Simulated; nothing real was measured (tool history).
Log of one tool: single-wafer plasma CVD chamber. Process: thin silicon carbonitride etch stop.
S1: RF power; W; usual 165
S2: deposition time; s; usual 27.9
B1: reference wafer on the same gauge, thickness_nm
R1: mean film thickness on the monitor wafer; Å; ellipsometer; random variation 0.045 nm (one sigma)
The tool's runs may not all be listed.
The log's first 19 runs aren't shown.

Run 20, day 64.550: usual settings but S1 140 W, S2 24.5 s; B1 12.199. Result: R1 117.05 Å.
Run 21, day 68.925: usual settings; B1 12.202. Result: R1 138.99 Å.
At day 70.217: RF generator calibrated.
Run 22, day 73.400: usual settings but S1 185 W, S2 22.8 s; B1 12.188. Result: R1 117.65 Å.
At day 75.267: showerhead replaced.
Run 23, day 76.917: usual settings but S2 26.0 s; B1 12.192. Result: R1 129.96 Å.
Run 24, day 79.733: usual settings; B1 12.205. Result: R1 139.85 Å.
Run 25, day 83.679: usual settings; B1 12.209. Result: R1 140.11 Å.
Run 26, day 86.942: usual settings but S1 190 W, S2 24.1 s; B1 12.203. Result: R1 124.95 Å.
Run 27, day 89.954: usual settings but S1 155 W, S2 32.5 s; B1 12.202. Result: R1 160.78 Å.
Run 28, day 92.221: usual settings but S1 200 W, S2 25.5 s; B1 12.204. Result: R1 133.64 Å.

Forecast run 29:
Run 29, day 95.379: usual settings but S1 175 W, S2 30.8 s; B1 ?. Result: R1 ?.

Run 29 gave B1 12.204, R1 157.26 Å.
Without the tool's hidden state the same run would have given R1 157.68 Å.

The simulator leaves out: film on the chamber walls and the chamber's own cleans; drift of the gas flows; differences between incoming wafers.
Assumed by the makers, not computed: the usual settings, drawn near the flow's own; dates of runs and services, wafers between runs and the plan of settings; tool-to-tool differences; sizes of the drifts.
